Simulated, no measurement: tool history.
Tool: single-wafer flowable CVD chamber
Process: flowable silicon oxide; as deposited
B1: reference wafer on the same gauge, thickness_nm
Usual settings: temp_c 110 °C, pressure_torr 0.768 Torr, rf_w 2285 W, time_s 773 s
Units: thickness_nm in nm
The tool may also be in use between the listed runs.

{"run": 1, "day": 0.0, "temp_c": 110, "pressure_torr": 0.768, "rf_w": 2285, "time_s": 773, "B1": 373.649, "thickness_nm": 369.855}
{"run": 2, "day": 2.058, "temp_c": 110, "pressure_torr": 0.768, "rf_w": 2285, "time_s": 773, "B1": 373.647, "thickness_nm": 369.146}
{"run": 3, "day": 5.592, "temp_c": 110, "pressure_torr": 0.768, "rf_w": 2285, "time_s": 773, "B1": 372.577, "thickness_nm": 368.239}
{"run": 4, "day": 9.421, "temp_c": 117, "pressure_torr": 0.723, "rf_w": 2285, "time_s": 773, "B1": 372.216, "thickness_nm": 269.837}
{"run": 5, "day": 13.804, "temp_c": 117, "pressure_torr": 0.723, "rf_w": 2285, "time_s": 773, "B1": 371.177, "thickness_nm": 269.671}
{"run": 6, "day": 18.229, "temp_c": 117, "pressure_torr": 0.723, "rf_w": 2285, "time_s": 773, "B1": 371, "thickness_nm": 268.482}
{"run": 7, "day": 20.275, "temp_c": 110, "pressure_torr": 0.768, "rf_w": 2285, "time_s": 773, "B1": 370.563, "thickness_nm": 364.833}
{"run": 8, "day": 22.875, "temp_c": 110, "pressure_torr": 0.768, "rf_w": 2285, "time_s": 773, "B1": 370.522, "thickness_nm": 367.67}
{"run": 9, "day": 26.896, "temp_c": 110, "pressure_torr": 0.768, "rf_w": 2285, "time_s": 773, "B1": 369.726, "thickness_nm": 366.079}
{"day": 28.817, "done": "gauge calibrated"}
{"run": 10, "day": 29.188, "temp_c": 102, "pressure_torr": 0.768, "rf_w": 2285, "time_s": 773, "B1": 378.529, "thickness_nm": 506.578}
{"run": 11, "day": 31.346, "temp_c": 102, "pressure_torr": 0.768, "rf_w": 2285, "time_s": 773, "B1": 377.683, "thickness_nm": 506.189}
{"run": 12, "day": 35.521, "temp_c": 102, "pressure_torr": 0.768, "rf_w": 2285, "time_s": 773, "B1": 377.274, "thickness_nm": 504.151}
{"run": 13, "day": 38.838, "temp_c": 110, "pressure_torr": 0.768, "rf_w": 2285, "time_s": 773, "B1": 376.964, "thickness_nm": 372.468}
{"run": 14, "day": 43.254, "temp_c": 106, "pressure_torr": 0.834, "rf_w": 2435, "time_s": 631, "B1": 376.38, "thickness_nm": 387.014}
{"day": 44.433, "done": "showerhead replaced"}
{"run": 15, "day": 47.729, "temp_c": 110, "pressure_torr": 0.926, "rf_w": 2440, "time_s": 773, "B1": 375.567, "thickness_nm": 450.341}
{"day": 49.683, "done": "capacitance manometer re-zeroed and calibrated"}
{"run": 16, "day": 51.017, "temp_c": 110, "pressure_torr": 0.768, "rf_w": 2285, "time_s": 773, "B1": 375.563, "thickness_nm": 371.747}
{"run": 17, "day": 53.558, "temp_c": 110, "pressure_torr": 0.768, "rf_w": 2285, "time_s": 773, "B1": 375.113, "thickness_nm": 370.042}
{"day": 56.071, "done": "thermocouple changed; heater temperature recalibrated"}
{"run": 18, "day": 56.117, "temp_c": 104, "pressure_torr": 0.768, "rf_w": 2040, "time_s": 773, "B1": 374.574, "thickness_nm": 458.206}
{"run": 19, "day": 59.421, "temp_c": 110, "pressure_torr": 0.768, "rf_w": 2285, "time_s": 773, "B1": 374.679, "thickness_nm": 368.797}
{"day": 59.833, "done": "RF generator calibrated"}
{"run": 20, "day": 65.333, "temp_c": 96, "pressure_torr": 0.768, "rf_w": 2475, "time_s": 857, "B1": 373.356, "thickness_nm": 702.689}
{"run": 21, "day": 69.262, "temp_c": 110, "pressure_torr": 0.768, "rf_w": 2135, "time_s": 892, "B1": 373.053, "thickness_nm": 420.178}
{"run": 22, "day": 72.675, "temp_c": 100, "pressure_torr": 0.677, "rf_w": 2285, "time_s": 773, "B1": 372.398, "thickness_nm": 474.843}
{"run": 23, "day": 74.75, "temp_c": 110, "pressure_torr": 0.768, "rf_w": 2285, "time_s": 773, "B1": 372.311, "thickness_nm": 369.455}
{"run": 24, "day": 78.896, "temp_c": 104, "pressure_torr": 0.846, "rf_w": 2695, "time_s": 673, "B1": 371.769, "thickness_nm": 450.538}
{"run": 25, "day": 82.829, "temp_c": 110, "pressure_torr": 0.768, "rf_w": 2285, "time_s": 773, "B1": 371.335, "thickness_nm": 365.745}
{"run": 26, "day": 84.925, "temp_c": 115, "pressure_torr": 0.864, "rf_w": 1900, "time_s": 773, "B1": 370.79, "thickness_nm": 335.821}
{"run": 27, "day": 87.342, "temp_c": 110, "pressure_torr": 0.768, "rf_w": 2285, "time_s": 773, "B1": 370.598, "thickness_nm": 365.819}
{"run": 28, "day": 89.779, "temp_c": 110, "pressure_torr": 0.768, "rf_w": 2285, "time_s": 773, "B1": 370.177, "thickness_nm": 365.289}
{"run": 29, "day": 91.7, "temp_c": 106, "pressure_torr": 0.629, "rf_w": 2075, "time_s": 860, "B1": 369.859, "thickness_nm": 381.569}

Forecast each of these 3 alternatives for the next run:
{"run": "A", "day": 91.725, "temp_c": 110, "pressure_torr": 0.707, "rf_w": 2285, "time_s": 773, "B1": "?", "thickness_nm": "?"}
{"run": "B", "day": 91.725, "temp_c": 118, "pressure_torr": 0.768, "rf_w": 2285, "time_s": 773, "B1": "?", "thickness_nm": "?"}
{"run": "C", "day": 91.725, "temp_c": 110, "pressure_torr": 0.768, "rf_w": 2170, "time_s": 773, "B1": "?", "thickness_nm": "?"}

run=A B1=369.667 thickness_nm=336.672
run=B B1=369.667 thickness_nm=275.76
run=C B1=369.667 thickness_nm=362.971
Without the tool's hidden state the same runs would have given:
run=A thickness_nm=344.818
run=B thickness_nm=282.432
run=C thickness_nm=371.754
